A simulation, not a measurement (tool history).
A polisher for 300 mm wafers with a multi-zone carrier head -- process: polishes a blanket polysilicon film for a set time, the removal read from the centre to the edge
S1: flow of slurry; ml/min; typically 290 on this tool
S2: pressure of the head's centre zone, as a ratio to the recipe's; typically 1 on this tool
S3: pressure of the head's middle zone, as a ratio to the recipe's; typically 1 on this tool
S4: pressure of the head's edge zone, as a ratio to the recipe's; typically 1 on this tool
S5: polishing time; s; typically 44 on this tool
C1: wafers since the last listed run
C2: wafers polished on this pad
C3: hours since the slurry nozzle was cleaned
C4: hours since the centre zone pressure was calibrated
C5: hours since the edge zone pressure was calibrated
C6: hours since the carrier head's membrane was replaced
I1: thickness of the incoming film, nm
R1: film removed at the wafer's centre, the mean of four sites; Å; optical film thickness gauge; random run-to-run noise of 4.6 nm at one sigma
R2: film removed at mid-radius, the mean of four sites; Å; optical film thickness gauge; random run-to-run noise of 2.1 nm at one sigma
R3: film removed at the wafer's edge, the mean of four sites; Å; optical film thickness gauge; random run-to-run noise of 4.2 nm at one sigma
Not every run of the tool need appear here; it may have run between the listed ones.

| run | hour | S1 | S2 | S3 | S4 | S5 | C1 | C2 | C3 | C4 | C5 | C6 | I1 | R1 | R2 | R3 |
|---|---|---|---|---|---|---|---|---|---|---|---|---|---|---|---|---|
| 1 | 0 | 290 | 1 | 1 | 1 | 44 | 0 | 8 | 350 | 55.7 | 798.2 | 1101.5 | 1253.1 | 3269 | 3358 | 3410 |
|  | 21.9 | edge zone pressure recalibrated |
| 2 | 33.9 | 290 | 1 | 1 | 1 | 44 | 311 | 319 | 383.9 | 89.6 | 12 | 1135.4 | 1244.3 | 3245 | 3351 | 3582 |
| 3 | 93.6 | 290 | 1 | 1 | 1 | 44 | 582 | 902 | 443.6 | 149.3 | 71.7 | 1195.1 | 1242.7 | 3295 | 3420 | 3513 |
| 4 | 156.7 | 290 | 1.06 | 1 | 1 | 44 | 615 | 1518 | 506.7 | 212.4 | 134.8 | 1258.2 | 1232.6 | 3493 | 3415 | 3543 |
|  | 204.1 | worn pad replaced by a new one |
| 5 | 215.3 | 290 | 1.06 | 1 | 1 | 44 | 532 | 109 | 565.3 | 271 | 193.4 | 1316.8 | 1253.6 | 3460 | 3363 | 3605 |
| 6 | 268.6 | 290 | 1 | 1 | 1 | 44 | 520 | 629 | 618.6 | 324.3 | 246.7 | 1370.1 | 1255.9 | 3230 | 3415 | 3484 |
| 7 | 314.8 | 290 | 1 | 1 | 1 | 44 | 450 | 1080 | 664.8 | 370.5 | 292.9 | 1416.3 | 1224.8 | 3274 | 3366 | 3513 |
| 8 | 361.3 | 290 | 0.95 | 1 | 1 | 44 | 453 | 1534 | 711.3 | 417 | 339.4 | 1462.8 | 1254.3 | 3140 | 3414 | 3522 |
| 9 | 394.8 | 290 | 0.95 | 1 | 1 | 44 | 327 | 1861 | 744.8 | 450.5 | 372.9 | 1496.3 | 1221.3 | 3119 | 3424 | 3505 |
| 10 | 465.4 | 290 | 0.95 | 1 | 1 | 44 | 689 | 2550 | 815.4 | 521.1 | 443.5 | 1566.9 | 1245.9 | 3176 | 3373 | 3494 |
|  | 474.8 | worn pad replaced by a new one |
| 11 | 524.3 | 210 | 1.05 | 1.08 | 1 | 44 | 535 | 483 | 874.3 | 580 | 502.4 | 1625.8 | 1238.2 | 3337 | 3539 | 3407 |
|  | 525.9 | slurry nozzle cleaned |
| 12 | 575.6 | 290 | 1 | 1 | 1 | 44 | 491 | 974 | 49.7 | 631.3 | 553.7 | 1677.1 | 1232.4 | 3334 | 3402 | 3555 |
|  | 591 | carrier head's membrane replaced by a new one |
| 13 | 634.9 | 290 | 1 | 1 | 1 | 44 | 530 | 1504 | 109 | 690.6 | 613 | 43.9 | 1240.5 | 3316 | 3335 | 3549 |
| 14 | 681.1 | 290 | 0.95 | 1 | 1 | 44 | 450 | 1955 | 155.2 | 736.8 | 659.2 | 90.1 | 1233.2 | 3118 | 3415 | 3496 |
|  | 692.1 | worn pad replaced by a new one |
| 15 | 722.4 | 205 | 1.08 | 1 | 1 | 44 | 364 | 295 | 196.5 | 778.1 | 700.5 | 131.4 | 1226.2 | 3479 | 3299 | 3411 |
|  | 751.2 | edge zone pressure recalibrated |
| 16 | 783.6 | 290 | 1 | 0.95 | 1 | 30 | 577 | 873 | 257.7 | 839.3 | 32.4 | 192.6 | 1224 | 2273 | 2194 | 2381 |
|  | 838.9 | centre zone pressure recalibrated |
| 17 | 839.4 | 290 | 1.06 | 1.05 | 1 | 44 | 525 | 1399 | 313.5 | 0.5 | 88.2 | 248.4 | 1232.8 | 3417 | 3547 | 3458 |
| 18 | 904.6 | 355 | 1 | 1 | 1 | 44 | 636 | 2035 | 378.7 | 65.7 | 153.4 | 313.6 | 1232.3 | 3332 | 3430 | 3641 |
|  | 937.1 | worn pad replaced by a new one |
| 19 | 1115.5 | 260 | 1.06 | 0.91 | 1 | 44 | 2019 | 1741 | 589.6 | 276.6 | 364.3 | 524.5 | 1220.1 | 3386 | 3099 | 3524 |
|  | 1144 | worn pad replaced by a new one |
| 20 | 1178.2 | 290 | 0.94 | 0.89 | 1 | 31 | 573 | 333 | 652.3 | 339.3 | 427 | 587.2 | 1235.1 | 2191 | 2176 | 2475 |

State the hidden condition of the tool at each of the runs:
removal rate lost through wear of the pad, %: 0 in every run
slurry flow missing at the pad, %: 0 in every run
deviation of the centre zone's pressure from its setpoint, %: 0 in every run
deviation of the edge zone's pressure from its setpoint, %: 0 in every run
